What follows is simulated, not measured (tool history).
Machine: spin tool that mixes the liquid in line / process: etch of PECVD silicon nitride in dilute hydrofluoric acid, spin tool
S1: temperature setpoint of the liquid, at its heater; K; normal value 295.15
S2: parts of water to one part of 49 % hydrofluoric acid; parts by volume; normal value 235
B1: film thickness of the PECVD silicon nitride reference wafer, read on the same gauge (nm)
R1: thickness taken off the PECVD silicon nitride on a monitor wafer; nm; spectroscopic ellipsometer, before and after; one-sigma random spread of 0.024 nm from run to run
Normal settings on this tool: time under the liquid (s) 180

{"run": 1, "day": 0.0, "S1": 295.15, "S2": 305, "time under the liquid (s)": 180, "B1": 119.944, "R1": 1.265}
{"run": 2, "day": 1.479, "S1": 295.15, "S2": 305, "time under the liquid (s)": 180, "B1": 120.038, "R1": 1.271}
{"run": 3, "day": 2.325, "S1": 295.15, "S2": 305, "time under the liquid (s)": 180, "B1": 120.015, "R1": 1.226}
{"run": 4, "day": 3.696, "S1": 295.15, "S2": 235, "time under the liquid (s)": 180, "B1": 119.965, "R1": 1.591}
{"run": 5, "day": 4.425, "S1": 295.15, "S2": 175, "time under the liquid (s)": 180, "B1": 120, "R1": 2.135}
{"run": 6, "day": 8.462, "S1": 295.15, "S2": 175, "time under the liquid (s)": 180, "B1": 119.949, "R1": 2.154}
{"run": 7, "day": 9.304, "S1": 295.15, "S2": 235, "time under the liquid (s)": 180, "B1": 120.043, "R1": 1.582}
{"run": 8, "day": 9.904, "S1": 295.15, "S2": 235, "time under the liquid (s)": 180, "B1": 120.043, "R1": 1.565}
{"run": 9, "day": 11.029, "S1": 295.15, "S2": 235, "time under the liquid (s)": 180, "B1": 120.021, "R1": 1.567}
{"run": 10, "day": 11.717, "S1": 295.15, "S2": 235, "time under the liquid (s)": 180, "B1": 120.001, "R1": 1.556}
{"run": 11, "day": 12.767, "S1": 295.15, "S2": 235, "time under the liquid (s)": 180, "B1": 120.004, "R1": 1.522}
{"run": 12, "day": 13.571, "S1": 295.15, "S2": 235, "time under the liquid (s)": 180, "B1": 120.047, "R1": 1.521}
{"day": 15.504, "done": "hydrofluoric acid flow meter replaced"}
{"run": 13, "day": 15.554, "S1": 295.15, "S2": 235, "time under the liquid (s)": 180, "B1": 119.977, "R1": 1.79}
{"run": 14, "day": 16.062, "S1": 299.65, "S2": 235, "time under the liquid (s)": 235, "B1": 119.991, "R1": 3.009}
{"run": 15, "day": 17.083, "S1": 297.15, "S2": 345, "time under the liquid (s)": 115, "B1": 120.069, "R1": 0.863}
{"run": 16, "day": 17.712, "S1": 292.15, "S2": 235, "time under the liquid (s)": 180, "B1": 120.016, "R1": 1.482}
{"day": 18.062, "done": "gauge calibrated"}
{"run": 17, "day": 18.742, "S1": 297.15, "S2": 235, "time under the liquid (s)": 180, "B1": 119.978, "R1": 2.073}
{"run": 18, "day": 19.396, "S1": 295.15, "S2": 200, "time under the liquid (s)": 255, "B1": 120.019, "R1": 2.944}
{"run": 19, "day": 20.554, "S1": 295.15, "S2": 235, "time under the liquid (s)": 180, "B1": 120.021, "R1": 1.769}
{"day": 21.004, "done": "thermometer replaced"}
{"run": 20, "day": 21.238, "S1": 292.65, "S2": 125, "time under the liquid (s)": 85, "B1": 120.023, "R1": 1.303}
{"run": 21, "day": 22.458, "S1": 295.15, "S2": 235, "time under the liquid (s)": 180, "B1": 119.993, "R1": 1.781}
{"run": 22, "day": 22.996, "S1": 295.15, "S2": 235, "time under the liquid (s)": 180, "B1": 119.977, "R1": 1.759}
{"run": 23, "day": 23.604, "S1": 291.15, "S2": 345, "time under the liquid (s)": 255, "B1": 120.022, "R1": 1.321}

The next listed run, before its measurement:
{"run": 24, "day": 24.762, "S1": 295.15, "S2": 235, "time under the liquid (s)": 180, "B1": "?", "R1": "?"}

B1: 119.995
R1: 1.716 nm
Were there no unlogged condition in the tool, this run, its random variation unchanged, would have produced R1 1.77 nm.
